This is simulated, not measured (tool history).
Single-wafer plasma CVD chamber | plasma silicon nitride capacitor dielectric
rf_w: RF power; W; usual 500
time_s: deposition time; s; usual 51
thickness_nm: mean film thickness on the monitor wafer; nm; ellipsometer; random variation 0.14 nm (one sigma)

run	hour	rf_w	time_s	read-back reference wafer on the same gauge, thickness_nm	thickness_nm
1	0	500	51	64.132	67.423
2	56.7	500	51	64.099	67.077
3	121	460	56.6	64.091	72.241
4	251	500	51	64.126	66.777
5	287.9	500	51	64.079	66.9
6	339.9	500	48.9	64.063	64.06
7	397.8	500	48.9	64.073	64.107
# hour 407.8: RF generator calibrated
8	426	500	48.9	64.12	65.19
9	457.6	500	51	64.064	67.834
10	506.7	500	51	64.097	67.723
11	543.3	500	51	64.103	67.837
# hour 555.5: gauge calibrated
12	588.5	500	51	64.113	67.793
13	639.5	500	51	64.123	67.606
14	691.1	500	51	64.13	67.485
# hour 729.4: showerhead replaced, of another model than before
15	729.9	500	51	64.131	67.642
16	756	470	51	64.106	66.757
17	780.1	435	51	64.099	65.841
18	848.7	420	47.2	64.086	60.295
19	877.8	545	51	64.086	68.819
20	948.3	435	46.3	64.068	59.898
21	972.6	420	40.8	64.088	52.123
22	1044.4	500	58	64.1	76.615
23	1070.3	405	51	64.078	64.906
24	1115.5	500	55.4	64.08	73.285
25	1151	500	51	64.091	67.281
26	1211.1	500	51	64.142	67.114
27	1250.6	570	51	64.102	69.054
28	1298.3	500	51	64.141	67.127

Some steps in thickness_nm between neighbouring runs. How much of each would the tool show without its hidden state too (settings, what came in, random variation), and how much is left for the hidden state, with any gauge scatter that isn't in both results?
The hidden state here: delivered RF power above the setpoint (%); gauge reads high (%).
Run 7 -> 8: RF generator calibrated. thickness_nm +1.083 nm: hidden state +1.104, all else -0.021.
Run 21 -> 22: rf_w 420 -> 500, time_s 40.8 -> 58. thickness_nm +24.492 nm: hidden state -0.221, all else +24.713.
Run 22 -> 23: rf_w 500 -> 405, time_s 58 -> 51. thickness_nm -11.709 nm: hidden state +0.069, all else -11.778.
